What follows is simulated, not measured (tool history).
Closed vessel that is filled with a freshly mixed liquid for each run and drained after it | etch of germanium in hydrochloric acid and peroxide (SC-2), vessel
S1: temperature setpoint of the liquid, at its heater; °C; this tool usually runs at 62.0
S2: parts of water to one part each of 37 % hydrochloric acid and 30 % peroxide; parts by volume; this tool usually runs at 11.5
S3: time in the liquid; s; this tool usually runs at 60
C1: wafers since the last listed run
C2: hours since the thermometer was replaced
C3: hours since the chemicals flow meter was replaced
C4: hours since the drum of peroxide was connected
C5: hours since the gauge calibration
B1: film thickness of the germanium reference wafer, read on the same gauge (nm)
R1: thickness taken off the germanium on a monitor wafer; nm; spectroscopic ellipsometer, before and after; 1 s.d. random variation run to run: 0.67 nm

run 1 hour=0.0 | S1=62.0 S2=11.5 S3=60 | C1=0 C2=969.9 C3=42.5 C4=679.7 C5=731.5 | B1=49.99 | R1=127.81
run 2 hour=50.9 | S1=70.0 S2=11.5 S3=60 | C1=5804 C2=1020.8 C3=93.4 C4=730.6 C5=782.4 | B1=49.99 | R1=158.61
run 3 hour=79.8 | S1=70.0 S2=11.5 S3=60 | C1=3295 C2=1049.7 C3=122.3 C4=759.5 C5=811.3 | B1=50.01 | R1=160.57
-- hour=83.3 new drum of peroxide connected
run 4 hour=117.5 | S1=68.5 S2=11.5 S3=80 | C1=4185 C2=1087.4 C3=160.0 C4=34.2 C5=849.0 | B1=50.00 | R1=203.85
run 5 hour=186.5 | S1=68.5 S2=11.5 S3=80 | C1=7868 C2=1156.4 C3=229.0 C4=103.2 C5=918.0 | B1=49.99 | R1=201.52
run 6 hour=252.4 | S1=68.5 S2=11.5 S3=80 | C1=7515 C2=1222.3 C3=294.9 C4=169.1 C5=983.9 | B1=49.99 | R1=204.78
run 7 hour=302.8 | S1=69.0 S2=9.0 S3=60 | C1=5747 C2=1272.7 C3=345.3 C4=219.5 C5=1034.3 | B1=50.00 | R1=157.41
run 8 hour=369.0 | S1=57.0 S2=15.0 S3=35 | C1=7549 C2=1338.9 C3=411.5 C4=285.7 C5=1100.5 | B1=50.01 | R1=61.19
run 9 hour=414.2 | S1=70.0 S2=11.5 S3=60 | C1=5154 C2=1384.1 C3=456.7 C4=330.9 C5=1145.7 | B1=50.01 | R1=157.03
run 10 hour=448.3 | S1=62.0 S2=15.5 S3=60 | C1=3888 C2=1418.2 C3=490.8 C4=365.0 C5=1179.8 | B1=49.98 | R1=119.72
run 11 hour=525.2 | S1=62.0 S2=11.5 S3=90 | C1=8769 C2=1495.1 C3=567.7 C4=441.9 C5=1256.7 | B1=50.00 | R1=187.33
run 12 hour=563.2 | S1=72.0 S2=15.0 S3=90 | C1=4333 C2=1533.1 C3=605.7 C4=479.9 C5=1294.7 | B1=50.00 | R1=238.49
run 13 hour=627.3 | S1=62.0 S2=11.5 S3=60 | C1=7310 C2=1597.2 C3=669.8 C4=544.0 C5=1358.8 | B1=50.02 | R1=125.72
run 14 hour=657.3 | S1=62.0 S2=14.5 S3=30 | C1=3421 C2=1627.2 C3=699.8 C4=574.0 C5=1388.8 | B1=50.00 | R1=60.82
run 15 hour=703.4 | S1=68.5 S2=8.0 S3=35 | C1=5257 C2=1673.3 C3=745.9 C4=620.1 C5=1434.9 | B1=50.00 | R1=91.49
-- hour=726.8 thermometer replaced
-- hour=751.8 gauge calibrated
run 16 hour=771.9 | S1=66.5 S2=9.0 S3=60 | C1=7697 C2=45.1 C3=814.4 C4=688.6 C5=20.1 | B1=49.99 | R1=153.54
run 17 hour=825.2 | S1=54.5 S2=16.5 S3=95 | C1=6078 C2=98.4 C3=867.7 C4=741.9 C5=73.4 | B1=50.01 | R1=157.80
run 18 hour=868.2 | S1=62.0 S2=11.5 S3=60 | C1=4903 C2=141.4 C3=910.7 C4=784.9 C5=116.4 | B1=50.02 | R1=130.88
run 19 hour=899.8 | S1=62.0 S2=11.5 S3=30 | C1=3603 C2=173.0 C3=942.3 C4=816.5 C5=148.0 | B1=50.01 | R1=66.16
run 20 hour=949.7 | S1=66.5 S2=8.5 S3=30 | C1=5690 C2=222.9 C3=992.2 C4=866.4 C5=197.9 | B1=50.00 | R1=77.27
-- hour=959.6 new drum of peroxide connected
run 21 hour=991.2 | S1=53.5 S2=16.5 S3=70 | C1=4618 C2=264.4 C3=1033.7 C4=31.6 C5=239.4 | B1=49.99 | R1=113.75
run 22 hour=1060.0 | S1=68.5 S2=11.5 S3=80 | C1=7846 C2=333.2 C3=1102.5 C4=100.4 C5=308.2 | B1=49.99 | R1=209.82
run 23 hour=1155.3 | S1=59.5 S2=11.5 S3=60 | C1=10868 C2=428.5 C3=1197.8 C4=195.7 C5=403.5 | B1=50.00 | R1=121.32
run 24 hour=1221.9 | S1=62.0 S2=11.5 S3=60 | C1=7595 C2=495.1 C3=1264.4 C4=262.3 C5=470.1 | B1=50.02 | R1=130.99
run 25 hour=1271.6 | S1=71.0 S2=7.0 S3=40 | C1=5667 C2=544.8 C3=1314.1 C4=312.0 C5=519.8 | B1=50.00 | R1=117.15
-- hour=1280.3 chemicals flow meter replaced
run 26 hour=1338.5 | S1=66.5 S2=6.0 S3=60 | C1=7515 C2=611.7 C3=58.2 C4=378.9 C5=586.7 | B1=49.99 | R1=156.86
run 27 hour=1403.9 | S1=69.5 S2=11.5 S3=60 | C1=7458 C2=677.1 C3=123.6 C4=444.3 C5=652.1 | B1=50.02 | R1=158.77
run 28 hour=1452.4 | S1=59.5 S2=17.0 S3=45 | C1=5531 C2=725.6 C3=172.1 C4=492.8 C5=700.6 | B1=50.01 | R1=84.59
run 29 hour=1563.0 | S1=70.5 S2=11.5 S3=60 | C1=12613 C2=836.2 C3=282.7 C4=603.4 C5=811.2 | B1=50.00 | R1=161.94

Below are 5 alternative next runs, each starting from the tool's condition after run 29. Predict each:
run A hour=1563.7 | S1=62.0 S2=9.5 S3=60 | C1=79 C2=836.9 C3=283.4 C4=604.1 C5=811.9 | B1=? | R1=?
run B hour=1563.7 | S1=67.5 S2=7.5 S3=60 | C1=79 C2=836.9 C3=283.4 C4=604.1 C5=811.9 | B1=? | R1=?
run C hour=1563.7 | S1=65.0 S2=9.0 S3=70 | C1=79 C2=836.9 C3=283.4 C4=604.1 C5=811.9 | B1=? | R1=?
run D hour=1563.7 | S1=55.5 S2=14.5 S3=75 | C1=79 C2=836.9 C3=283.4 C4=604.1 C5=811.9 | B1=? | R1=?
run E hour=1563.7 | S1=70.0 S2=17.0 S3=60 | C1=79 C2=836.9 C3=283.4 C4=604.1 C5=811.9 | B1=? | R1=?

run=A B1=50.01 R1=131.99
run=B B1=50.01 R1=158.08
run=C B1=50.01 R1=168.90
run=D B1=50.01 R1=128.96
run=E B1=50.01 R1=150.98
The same runs, with their run-to-run variation unchanged, on a tool lacking any hidden condition would have given:
run=A R1=135.22
run=B R1=161.85
run=C R1=172.97
run=D R1=132.19
run=E R1=154.36
